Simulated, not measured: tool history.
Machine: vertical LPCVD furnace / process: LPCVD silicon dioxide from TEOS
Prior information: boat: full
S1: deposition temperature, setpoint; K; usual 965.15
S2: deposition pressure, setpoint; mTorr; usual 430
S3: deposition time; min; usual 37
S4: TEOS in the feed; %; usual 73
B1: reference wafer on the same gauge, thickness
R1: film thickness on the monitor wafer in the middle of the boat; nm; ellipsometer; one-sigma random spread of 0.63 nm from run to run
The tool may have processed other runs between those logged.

run   hour      S1   S2    S3  S4      B1      R1
  1      0  965.15  430    37  73  268.84  275.84
  2   23.1  965.15  430    37  73  269.38  276.84
  3     56  965.15  430    33  73   269.5  246.91
  4     90  965.15  430    33  73  270.05  245.69
  5  112.8  965.15  430    37  73  270.04   276.2
     155.9  -- thermocouples replaced and temperature profile calibrated
  6  156.4  965.15  430    37  73  270.16  276.81
  7  164.4  965.15  375    37  85  270.36  278.53
     175.1  -- gauge calibrated
  8  188.1  959.15  535    37  66  268.27  252.42
     235.6  -- pressure gauge zeroed
  9  236.1  970.15  430    43  82  269.22  382.33
 10  243.5  965.15  430    37  78  269.45  285.74
     269.8  -- TEOS flow controller replaced
 11  270.3  965.15  430    37  73   269.7  275.95
 12  287.7  970.15  345  46.5  73  269.73  348.72
 13  323.6  953.15  515  50.5  73  269.94  310.59
 14  339.4  955.15  395    24  73  269.81  135.54

Difference, measured minus no-hidden-state, one row per run. Run-to-run variation is common to both terms; the gauge's own scatter need not be:
Hidden conditions of the tool in this case: true tube temperature minus thermocouple reading, K; true pressure minus gauge reading, mTorr; deviation of the TEOS flow from its setpoint, %; gauge reads high (%).
run     R1
  1  +0.86
  2  +1.32
  3  +1.54
  4  +1.77
  5   +2.1
  6  +2.25
  7  +2.28
  8   +0.3
  9  +1.81
 10  +1.46
 11  +1.68
 12  +2.28
 13  +2.23
 14     +1

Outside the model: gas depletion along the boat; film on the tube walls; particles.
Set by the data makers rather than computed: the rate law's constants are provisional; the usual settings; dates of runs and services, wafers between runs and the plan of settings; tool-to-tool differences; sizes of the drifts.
